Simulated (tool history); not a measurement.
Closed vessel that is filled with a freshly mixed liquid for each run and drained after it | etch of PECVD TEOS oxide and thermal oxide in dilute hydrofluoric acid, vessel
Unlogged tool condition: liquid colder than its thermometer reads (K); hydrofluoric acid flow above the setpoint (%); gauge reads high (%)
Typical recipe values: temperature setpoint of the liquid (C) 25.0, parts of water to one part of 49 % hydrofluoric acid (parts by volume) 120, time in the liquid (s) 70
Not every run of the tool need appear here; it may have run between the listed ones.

run,day,temperature setpoint of the liquid (C),parts of water to one part of 49 % hydrofluoric acid (parts by volume),time in the liquid (s),wafers since the last listed run,hours since the thermometer was replaced,hours since the hydrofluoric acid flow meter was replaced,hours since the gauge calibration,"read-back film thickness of the PECVD TEOS oxide reference wafer, read on the same gauge (nm)","read-back film thickness of the thermal oxide reference wafer, read on the same gauge (nm)",thickness taken off the PECVD TEOS oxide on a monitor wafer (Å),thickness taken off the thermal oxide on a monitor wafer (Å)
1,0.000,25.0,120,50,0,1767.7,733.8,456.9,60.05,90.003,54.5,17.52
2,0.346,25.0,120,50,631,1776.0,742.1,465.2,60.03,89.983,54.2,17.65
# day 0.762: gauge calibrated
3,0.883,25.0,170,55,981,1788.9,755.0,2.9,59.98,90.024,39.5,12.67
# day 1.808: hydrofluoric acid flow meter replaced
4,2.175,25.0,90,100,2281,1819.9,8.8,33.9,60.00,89.984,149.3,48.27
5,2.533,29.5,170,100,654,1828.5,17.4,42.5,60.03,90.012,84.6,27.82
6,2.854,27.5,105,35,585,1836.2,25.1,50.2,59.98,89.998,48.3,15.91
7,3.388,25.0,120,70,973,1849.0,37.9,63.0,60.02,89.986,75.1,24.53
8,3.917,25.0,120,50,965,1861.7,50.6,75.7,60.02,89.999,53.7,17.26
9,4.625,20.5,90,100,1292,1878.7,67.6,92.7,60.01,89.996,122.8,40.50
10,5.092,29.5,120,70,851,1889.9,78.8,103.9,60.03,89.988,89.5,28.92
11,5.738,21.0,120,90,1178,1905.4,94.3,119.4,59.96,89.996,81.7,26.72
# day 5.800: thermometer replaced
12,6.417,29.0,75,70,1163,14.8,110.6,135.7,59.99,90.016,164.8,53.18
13,6.733,23.5,145,70,578,22.4,118.2,143.3,60.01,90.001,63.3,20.27
14,7.012,20.5,90,100,509,29.1,124.9,150.0,59.98,90.022,137.6,44.14
15,7.546,25.0,100,70,973,41.9,137.7,162.8,60.01,90.011,102.3,33.09
16,8.212,28.5,120,70,1216,57.9,153.7,178.8,60.02,90.008,95.0,31.43
17,8.812,27.5,65,85,1095,72.3,168.1,193.2,59.98,90.014,221.0,71.66
18,9.075,22.0,165,85,479,78.6,174.4,199.5,59.97,89.968,62.0,20.34
19,9.433,25.0,120,70,654,87.2,183.0,208.1,59.99,90.002,83.1,27.19
20,9.696,23.5,120,70,479,93.5,189.3,214.4,59.97,89.992,78.2,25.99
21,10.258,21.5,155,70,1026,107.0,202.8,227.9,60.03,89.995,53.6,17.18
22,10.858,25.0,120,95,1095,121.4,217.2,242.3,60.00,90.001,112.3,35.36
23,11.562,29.5,155,100,1285,138.3,234.1,259.2,60.01,89.982,103.7,32.91
24,11.817,25.0,120,70,463,144.4,240.2,265.3,60.02,89.998,82.8,27.00
25,12.475,30.0,75,45,1201,160.2,256.0,281.1,60.01,90.021,109.3,35.34
26,13.054,20.5,120,70,1057,174.1,269.9,295.0,60.00,90.000,69.5,22.43

Results per run with the tool's hidden condition removed, run-to-run variation unchanged:
run,thickness taken off the PECVD TEOS oxide on a monitor wafer (Å),thickness taken off the thermal oxide on a monitor wafer (Å)
1,60.2,19.33
2,59.8,19.48
3,43.5,13.94
4,165.5,53.51
5,93.0,30.56
6,53.5,17.60
7,83.2,27.18
8,59.6,19.14
9,137.2,45.26
10,98.9,31.98
11,91.2,29.82
12,165.3,53.32
13,63.5,20.33
14,138.1,44.30
15,102.7,33.23
16,95.4,31.58
17,222.3,72.08
18,62.4,20.46
19,83.7,27.37
20,78.8,26.17
21,54.0,17.32
22,113.2,35.67
23,104.6,33.19
24,83.6,27.26
25,110.5,35.71
26,70.3,22.69

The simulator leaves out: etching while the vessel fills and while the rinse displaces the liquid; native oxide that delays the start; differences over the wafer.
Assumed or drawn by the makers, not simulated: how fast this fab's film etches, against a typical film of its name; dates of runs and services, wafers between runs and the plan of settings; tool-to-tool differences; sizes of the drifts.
